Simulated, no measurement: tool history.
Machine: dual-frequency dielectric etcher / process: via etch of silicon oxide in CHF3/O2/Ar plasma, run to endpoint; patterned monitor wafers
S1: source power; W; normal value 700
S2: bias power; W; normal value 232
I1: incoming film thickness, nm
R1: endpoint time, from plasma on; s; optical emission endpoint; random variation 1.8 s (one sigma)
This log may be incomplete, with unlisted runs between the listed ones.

run 1 hour=0 | S1=700 S2=205 | I1=428 | R1=216.7
run 2 hour=35.2 | S1=700 S2=205 | I1=436.3 | R1=220.3
-- hour=66.9 wet clean of the chamber
run 3 hour=67.4 | S1=580 S2=270 | I1=435.9 | R1=209.6
-- hour=102.2 upper electrode replaced
run 4 hour=102.7 | S1=580 S2=270 | I1=432.9 | R1=216.8
run 5 hour=103.1 | S1=580 S2=270 | I1=430.5 | R1=214
run 6 hour=129.3 | S1=700 S2=232 | I1=431.8 | R1=205.7
run 7 hour=150.5 | S1=700 S2=232 | I1=438.7 | R1=208.2
run 8 hour=182.7 | S1=700 S2=232 | I1=430.4 | R1=205.4
run 9 hour=197.5 | S1=700 S2=232 | I1=431.9 | R1=204.9
run 10 hour=213.5 | S1=700 S2=232 | I1=433 | R1=205.9
run 11 hour=246 | S1=700 S2=232 | I1=436.5 | R1=211.3
run 12 hour=268.6 | S1=700 S2=269 | I1=436.6 | R1=204.3
run 13 hour=294.9 | S1=590 S2=283 | I1=431.6 | R1=209.3
run 14 hour=351 | S1=700 S2=232 | I1=435.4 | R1=211
run 15 hour=367.9 | S1=700 S2=232 | I1=437.8 | R1=213.4
run 16 hour=450.5 | S1=700 S2=232 | I1=432.4 | R1=214
run 17 hour=470.2 | S1=860 S2=204 | I1=430.6 | R1=204.9
run 18 hour=490.2 | S1=640 S2=232 | I1=432.1 | R1=222.7
run 19 hour=521.2 | S1=700 S2=276 | I1=432.2 | R1=202.7
run 20 hour=550.5 | S1=700 S2=232 | I1=434.2 | R1=215.7
-- hour=556.8 bias power generator calibrated
-- hour=583 source power generator calibrated
run 21 hour=583.5 | S1=840 S2=197 | I1=433 | R1=211.9
-- hour=626.9 wet clean of the chamber
run 22 hour=627.4 | S1=820 S2=277 | I1=433.3 | R1=183.6
run 23 hour=653.3 | S1=570 S2=179 | I1=435.7 | R1=238
run 24 hour=679.2 | S1=860 S2=187 | I1=434.5 | R1=199.2
run 25 hour=706.8 | S1=810 S2=250 | I1=431.9 | R1=188.6
run 26 hour=739.5 | S1=860 S2=187 | I1=435.1 | R1=201.2
run 27 hour=768.4 | S1=700 S2=232 | I1=429.8 | R1=204.8
run 28 hour=782.9 | S1=520 S2=265 | I1=432.7 | R1=226.5
run 29 hour=795.9 | S1=700 S2=232 | I1=438.1 | R1=210.2
run 30 hour=809.8 | S1=600 S2=188 | I1=437.6 | R1=232.8
run 31 hour=829.2 | S1=590 S2=250 | I1=434.6 | R1=217.6
run 32 hour=855.9 | S1=570 S2=201 | I1=434.9 | R1=235.4
run 33 hour=875.7 | S1=790 S2=232 | I1=430.9 | R1=200.2
run 34 hour=897 | S1=560 S2=177 | I1=431 | R1=244.7

A few steps of R1 between consecutive runs. Split each: what settings, incoming material and random variation would produce without the hidden state, and what is left over for the hidden state, along with gauge scatter present in only one of the two compared results (measured, and without hidden state):
What the log doesn't record here: etch rate over this chamber's usual, %; source power that arrives over what is set, %; bias power that arrives over what is set, %.
Run 2 -> 3: S1 700 -> 580, S2 205 -> 270, wet clean of the chamber. R1 -10.7 s: hidden state -8.1, all else -2.6.
Run 15 -> 16: no setting changed, nothing entered. R1 +0.6 s: hidden state +1.5, all else -0.9.
Run 21 -> 22: S1 840 -> 820, S2 197 -> 277, wet clean of the chamber. R1 -28.3 s: hidden state -11.4, all else -16.9.
Run 22 -> 23: S1 820 -> 570, S2 277 -> 179. R1 +54.4 s: hidden state +0.2, all else +54.2.
Run 23 -> 24: S1 570 -> 860, S2 179 -> 187. R1 -38.8 s: hidden state +0.6, all else -39.4.
Run 33 -> 34: S1 790 -> 560, S2 232 -> 177. R1 +44.5 s: hidden state +1.2, all else +43.3.

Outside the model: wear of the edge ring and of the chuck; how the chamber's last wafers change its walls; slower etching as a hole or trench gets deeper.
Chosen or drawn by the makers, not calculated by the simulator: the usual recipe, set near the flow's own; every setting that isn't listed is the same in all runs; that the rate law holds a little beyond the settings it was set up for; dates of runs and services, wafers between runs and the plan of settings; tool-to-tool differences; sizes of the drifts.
